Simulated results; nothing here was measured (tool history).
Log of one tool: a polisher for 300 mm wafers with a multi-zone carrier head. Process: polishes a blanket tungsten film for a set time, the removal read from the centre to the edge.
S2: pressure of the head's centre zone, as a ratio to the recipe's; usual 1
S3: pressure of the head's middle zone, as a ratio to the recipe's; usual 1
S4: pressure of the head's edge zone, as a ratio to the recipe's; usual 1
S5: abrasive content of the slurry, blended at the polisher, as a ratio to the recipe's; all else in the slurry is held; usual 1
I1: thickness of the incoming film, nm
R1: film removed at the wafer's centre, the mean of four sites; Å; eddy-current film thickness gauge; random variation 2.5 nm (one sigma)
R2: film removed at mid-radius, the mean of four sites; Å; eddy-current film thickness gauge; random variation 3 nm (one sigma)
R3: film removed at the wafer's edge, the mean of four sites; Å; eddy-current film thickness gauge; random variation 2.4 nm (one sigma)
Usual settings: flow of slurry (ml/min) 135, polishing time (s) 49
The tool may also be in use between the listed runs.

{"run": 1, "hour": 0.0, "flow of slurry (ml/min)": 135, "S2": 1.09, "S3": 1, "S4": 1, "S5": 1, "polishing time (s)": 49, "I1": 706, "R1": 2277, "R2": 2065, "R3": 2054}
{"run": 2, "hour": 6.6, "flow of slurry (ml/min)": 135, "S2": 1, "S3": 1, "S4": 0.96, "S5": 1, "polishing time (s)": 39, "I1": 707.9, "R1": 1688, "R2": 1689, "R3": 1602}
{"run": 3, "hour": 23.3, "flow of slurry (ml/min)": 135, "S2": 1, "S3": 1, "S4": 1, "S5": 1, "polishing time (s)": 49, "I1": 693.1, "R1": 2139, "R2": 2149, "R3": 2127}
{"run": 4, "hour": 40.2, "flow of slurry (ml/min)": 135, "S2": 1.06, "S3": 1, "S4": 1, "S5": 1, "polishing time (s)": 49, "I1": 707.4, "R1": 2307, "R2": 2092, "R3": 2050}
{"run": 5, "hour": 57.8, "flow of slurry (ml/min)": 135, "S2": 1, "S3": 1, "S4": 1.03, "S5": 1, "polishing time (s)": 49, "I1": 701.6, "R1": 2160, "R2": 2176, "R3": 2138}
{"run": 6, "hour": 63.9, "flow of slurry (ml/min)": 135, "S2": 1, "S3": 1, "S4": 1, "S5": 1, "polishing time (s)": 49, "I1": 700.7, "R1": 2187, "R2": 2140, "R3": 2079}
{"run": 7, "hour": 71.5, "flow of slurry (ml/min)": 135, "S2": 1, "S3": 1, "S4": 1, "S5": 1, "polishing time (s)": 49, "I1": 712, "R1": 2214, "R2": 2099, "R3": 2086}
{"run": 8, "hour": 83.7, "flow of slurry (ml/min)": 135, "S2": 1, "S3": 1.04, "S4": 1, "S5": 1, "polishing time (s)": 49, "I1": 687.8, "R1": 2231, "R2": 2200, "R3": 2088}
{"run": 9, "hour": 91.9, "flow of slurry (ml/min)": 95, "S2": 1.06, "S3": 1, "S4": 1, "S5": 1, "polishing time (s)": 37, "I1": 690.2, "R1": 1572, "R2": 1432, "R3": 1481}
{"run": 10, "hour": 106.1, "flow of slurry (ml/min)": 135, "S2": 1, "S3": 0.89, "S4": 1, "S5": 1, "polishing time (s)": 39, "I1": 693.5, "R1": 1767, "R2": 1535, "R3": 1692}
{"hour": 111.3, "done": "worn pad replaced by a new one"}
{"run": 11, "hour": 128.2, "flow of slurry (ml/min)": 135, "S2": 1.04, "S3": 1, "S4": 1, "S5": 1, "polishing time (s)": 49, "I1": 697.1, "R1": 2309, "R2": 2163, "R3": 2108}
{"run": 12, "hour": 142.7, "flow of slurry (ml/min)": 160, "S2": 0.96, "S3": 1, "S4": 1, "S5": 1, "polishing time (s)": 49, "I1": 705.8, "R1": 2291, "R2": 2207, "R3": 2144}
{"run": 13, "hour": 150.9, "flow of slurry (ml/min)": 135, "S2": 1, "S3": 1, "S4": 1, "S5": 1, "polishing time (s)": 35, "I1": 693.3, "R1": 1608, "R2": 1500, "R3": 1488}
{"run": 14, "hour": 162.0, "flow of slurry (ml/min)": 135, "S2": 1.04, "S3": 0.89, "S4": 1, "S5": 1, "polishing time (s)": 49, "I1": 698.6, "R1": 2345, "R2": 1929, "R3": 2085}
{"run": 15, "hour": 179.2, "flow of slurry (ml/min)": 135, "S2": 1, "S3": 1, "S4": 1, "S5": 1, "polishing time (s)": 49, "I1": 691.5, "R1": 2320, "R2": 2068, "R3": 2121}
{"run": 16, "hour": 192.8, "flow of slurry (ml/min)": 135, "S2": 1, "S3": 0.91, "S4": 1, "S5": 1.2, "polishing time (s)": 49, "I1": 709.2, "R1": 2352, "R2": 1987, "R3": 2118}
{"run": 17, "hour": 208.5, "flow of slurry (ml/min)": 135, "S2": 1, "S3": 1, "S4": 0.96, "S5": 1, "polishing time (s)": 39, "I1": 699.2, "R1": 1821, "R2": 1667, "R3": 1641}
{"run": 18, "hour": 218.5, "flow of slurry (ml/min)": 135, "S2": 1, "S3": 1, "S4": 0.94, "S5": 1, "polishing time (s)": 49, "I1": 696.4, "R1": 2301, "R2": 2116, "R3": 2080}
{"hour": 225.9, "done": "worn pad replaced by a new one"}
{"run": 19, "hour": 232.7, "flow of slurry (ml/min)": 135, "S2": 1, "S3": 1, "S4": 1, "S5": 1, "polishing time (s)": 49, "I1": 702.1, "R1": 2331, "R2": 2065, "R3": 2064}
{"run": 20, "hour": 262.0, "flow of slurry (ml/min)": 135, "S2": 1, "S3": 1, "S4": 1, "S5": 1, "polishing time (s)": 49, "I1": 707.3, "R1": 2329, "R2": 2086, "R3": 2075}
{"run": 21, "hour": 276.4, "flow of slurry (ml/min)": 175, "S2": 1, "S3": 1, "S4": 1.05, "S5": 1, "polishing time (s)": 49, "I1": 697.6, "R1": 2492, "R2": 2231, "R3": 2214}

Measured less the same run without the tool's hidden state. The same run-to-run variation is in both; the gauge's scatter may not be:
The hidden state here: removal rate lost through wear of the pad, %; slurry flow missing at the pad, %; deviation of the centre zone's pressure from its setpoint, %; deviation of the edge zone's pressure from its setpoint, %.
run=1 R1=+21
run=2 R1=+21
run=3 R1=+43
run=4 R1=+62
run=5 R1=+72
run=6 R1=+78
run=7 R1=+85
run=8 R1=+94
run=9 R1=+71
run=10 R1=+87
run=11 R1=+127
run=12 R1=+135
run=13 R1=+98
run=14 R1=+147
run=15 R1=+155
run=16 R1=+164
run=17 R1=+132
run=18 R1=+171
run=19 R1=+178
run=20 R1=+188
run=21 R1=+206
R2: within 1 Å of the measured result in every run.
R3: 0 in every run.

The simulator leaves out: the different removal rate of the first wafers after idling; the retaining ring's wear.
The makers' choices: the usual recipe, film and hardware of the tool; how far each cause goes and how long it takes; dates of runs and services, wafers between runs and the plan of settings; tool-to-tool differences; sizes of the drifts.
